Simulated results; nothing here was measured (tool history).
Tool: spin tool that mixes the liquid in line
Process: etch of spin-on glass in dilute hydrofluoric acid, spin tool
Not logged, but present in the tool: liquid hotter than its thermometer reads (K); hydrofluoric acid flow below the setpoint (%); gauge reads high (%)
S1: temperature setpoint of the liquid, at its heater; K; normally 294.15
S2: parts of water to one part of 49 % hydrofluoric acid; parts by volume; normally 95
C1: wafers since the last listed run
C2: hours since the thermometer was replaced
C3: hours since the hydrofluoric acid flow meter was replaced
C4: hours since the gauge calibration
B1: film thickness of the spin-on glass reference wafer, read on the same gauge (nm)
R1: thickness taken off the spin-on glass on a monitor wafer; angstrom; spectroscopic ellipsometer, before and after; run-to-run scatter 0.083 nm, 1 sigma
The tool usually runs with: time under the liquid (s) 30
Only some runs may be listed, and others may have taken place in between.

run 1 hour=0 | S1=294.15 S2=105 time_under_the_liquid_(s)=30 | C1=0 C2=56.9 C3=1223.6 C4=422.7 | B1=118.04 | R1=105.9
run 2 hour=82.4 | S1=294.15 S2=95 time_under_the_liquid_(s)=30 | C1=782 C2=139.3 C3=1306 C4=505.1 | B1=117.64 | R1=118.8
run 3 hour=127.1 | S1=294.15 S2=95 time_under_the_liquid_(s)=30 | C1=424 C2=184 C3=1350.7 C4=549.8 | B1=117.47 | R1=117.4
run 4 hour=216.5 | S1=294.15 S2=95 time_under_the_liquid_(s)=30 | C1=849 C2=273.4 C3=1440.1 C4=639.2 | B1=117.08 | R1=117
run 5 hour=305.1 | S1=294.15 S2=95 time_under_the_liquid_(s)=30 | C1=841 C2=362 C3=1528.7 C4=727.8 | B1=116.68 | R1=116.1
run 6 hour=366.6 | S1=294.15 S2=95 time_under_the_liquid_(s)=30 | C1=584 C2=423.5 C3=1590.2 C4=789.3 | B1=116.41 | R1=117.1
run 7 hour=411.8 | S1=294.15 S2=95 time_under_the_liquid_(s)=20 | C1=429 C2=468.7 C3=1635.4 C4=834.5 | B1=116.24 | R1=76.7
run 8 hour=466.8 | S1=299.15 S2=115 time_under_the_liquid_(s)=30 | C1=522 C2=523.7 C3=1690.4 C4=889.5 | B1=115.98 | R1=113.5
-- hour=519.5 gauge calibrated
run 9 hour=545.5 | S1=294.15 S2=95 time_under_the_liquid_(s)=30 | C1=747 C2=602.4 C3=1769.1 C4=26 | B1=119.68 | R1=119.5
run 10 hour=621.5 | S1=296.65 S2=145 time_under_the_liquid_(s)=30 | C1=722 C2=678.4 C3=1845.1 C4=102 | B1=119.32 | R1=81.5
-- hour=650.5 hydrofluoric acid flow meter replaced
-- hour=877.6 thermometer replaced
run 11 hour=927.8 | S1=298.15 S2=75 time_under_the_liquid_(s)=40 | C1=2891 C2=50.2 C3=277.3 C4=408.3 | B1=118 | R1=239.3
run 12 hour=973.6 | S1=298.65 S2=55 time_under_the_liquid_(s)=40 | C1=435 C2=96 C3=323.1 C4=454.1 | B1=117.79 | R1=343
run 13 hour=1070.4 | S1=296.65 S2=50 time_under_the_liquid_(s)=15 | C1=919 C2=192.8 C3=419.9 C4=550.9 | B1=117.36 | R1=130.4
run 14 hour=1174.2 | S1=294.15 S2=80 time_under_the_liquid_(s)=30 | C1=986 C2=296.6 C3=523.7 C4=654.7 | B1=116.95 | R1=142.1

Alternative continuations, all from the tool just after run 14; predict every row:
run A hour=1174.6 | S1=294.15 S2=95 time_under_the_liquid_(s)=30 | C1=3 C2=297 C3=524.1 C4=655.1 | B1=? | R1=?
run B hour=1174.6 | S1=294.15 S2=95 time_under_the_liquid_(s)=15 | C1=3 C2=297 C3=524.1 C4=655.1 | B1=? | R1=?
run C hour=1174.6 | S1=294.15 S2=130 time_under_the_liquid_(s)=25 | C1=3 C2=297 C3=524.1 C4=655.1 | B1=? | R1=?
run D hour=1174.6 | S1=291.65 S2=130 time_under_the_liquid_(s)=30 | C1=3 C2=297 C3=524.1 C4=655.1 | B1=? | R1=?

run=A B1=116.93 R1=116.8
run=B B1=116.93 R1=58.4
run=C B1=116.93 R1=68.4
run=D B1=116.93 R1=74.2
What these runs would have given with no unlogged condition in the tool:
run=A R1=119.9
run=B R1=60
run=C R1=70.2
run=D R1=76.2
